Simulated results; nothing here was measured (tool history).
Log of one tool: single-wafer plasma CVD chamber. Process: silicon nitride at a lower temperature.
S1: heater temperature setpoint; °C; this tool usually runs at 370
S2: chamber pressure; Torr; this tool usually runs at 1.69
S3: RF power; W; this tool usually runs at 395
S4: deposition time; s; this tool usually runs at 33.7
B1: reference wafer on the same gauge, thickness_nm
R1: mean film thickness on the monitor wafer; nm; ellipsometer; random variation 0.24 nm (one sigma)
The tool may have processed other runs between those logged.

| run | hour | S1 | S2 | S3 | S4 | B1 | R1 |
|---|---|---|---|---|---|---|---|
| 1 | 0.0 | 370 | 1.69 | 395 | 33.7 | 54.250 | 46.782 |
| 2 | 22.3 | 370 | 1.69 | 395 | 33.7 | 54.174 | 46.648 |
| 3 | 51.3 | 378 | 1.69 | 395 | 33.7 | 54.287 | 46.848 |
|  | 61.5 | RF generator calibrated |
| 4 | 82.0 | 378 | 1.69 | 395 | 33.7 | 54.198 | 46.319 |
| 5 | 96.5 | 370 | 1.69 | 395 | 33.7 | 54.107 | 46.543 |
|  | 119.6 | capacitance manometer re-zeroed and calibrated |
| 6 | 120.1 | 376 | 1.69 | 360 | 33.7 | 54.135 | 45.174 |
| 7 | 152.2 | 370 | 1.69 | 425 | 33.7 | 54.223 | 49.927 |
| 8 | 177.5 | 378 | 1.54 | 365 | 29.1 | 54.095 | 38.115 |
| 9 | 201.2 | 375 | 1.32 | 395 | 33.7 | 54.069 | 43.384 |
| 10 | 217.5 | 361 | 1.69 | 345 | 27.6 | 54.192 | 36.255 |
| 11 | 240.6 | 358 | 1.69 | 365 | 33.7 | 54.191 | 45.925 |
| 12 | 267.6 | 370 | 1.69 | 395 | 33.7 | 54.171 | 47.713 |
| 13 | 289.2 | 370 | 2.09 | 395 | 33.7 | 54.163 | 51.426 |
| 14 | 303.4 | 370 | 1.69 | 395 | 33.7 | 54.194 | 47.804 |
| 15 | 348.7 | 370 | 1.69 | 395 | 33.7 | 54.256 | 47.855 |
| 16 | 361.9 | 379 | 2.11 | 395 | 33.7 | 54.182 | 51.262 |
| 17 | 394.6 | 370 | 1.69 | 395 | 33.7 | 54.231 | 47.818 |
| 18 | 413.0 | 370 | 1.69 | 455 | 28.3 | 54.244 | 43.363 |
| 19 | 441.0 | 370 | 1.97 | 395 | 33.7 | 54.220 | 49.622 |
| 20 | 474.6 | 370 | 2.02 | 395 | 33.7 | 54.185 | 50.600 |
| 21 | 486.9 | 370 | 1.69 | 475 | 36.0 | 54.153 | 56.571 |
| 22 | 498.9 | 370 | 1.50 | 435 | 28.8 | 54.124 | 41.286 |
| 23 | 522.2 | 370 | 1.69 | 395 | 33.7 | 54.257 | 47.939 |
| 24 | 548.2 | 370 | 1.69 | 395 | 33.7 | 54.293 | 47.517 |
| 25 | 563.5 | 370 | 1.82 | 435 | 33.7 | 54.308 | 52.150 |
| 26 | 587.2 | 380 | 1.54 | 470 | 39.1 | 54.168 | 58.599 |
| 27 | 604.8 | 384 | 2.05 | 335 | 40.2 | 54.157 | 54.369 |
| 28 | 633.3 | 370 | 1.69 | 395 | 33.7 | 54.262 | 47.655 |
| 29 | 661.4 | 370 | 1.69 | 395 | 28.7 | 54.079 | 40.537 |

Predict each of these 4 candidate next runs independently; none follows another, all start after run 29:
| A | 661.8 | 357 | 1.69 | 395 | 33.7 | ? | ? |
| B | 661.8 | 370 | 1.69 | 315 | 27.5 | ? | ? |
| C | 661.8 | 370 | 1.69 | 430 | 33.7 | ? | ? |
| D | 661.8 | 382 | 1.97 | 330 | 38.9 | ? | ? |

| run | B1 | R1 |
|---|---|---|
| A | 54.307 | 47.792 |
| B | 54.307 | 33.927 |
| C | 54.307 | 49.910 |
| D | 54.307 | 51.793 |
With no hidden state in the tool, these same runs would have given:
| run | R1 |
|---|---|
| A | 48.298 |
| B | 34.287 |
| C | 50.439 |
| D | 52.304 |
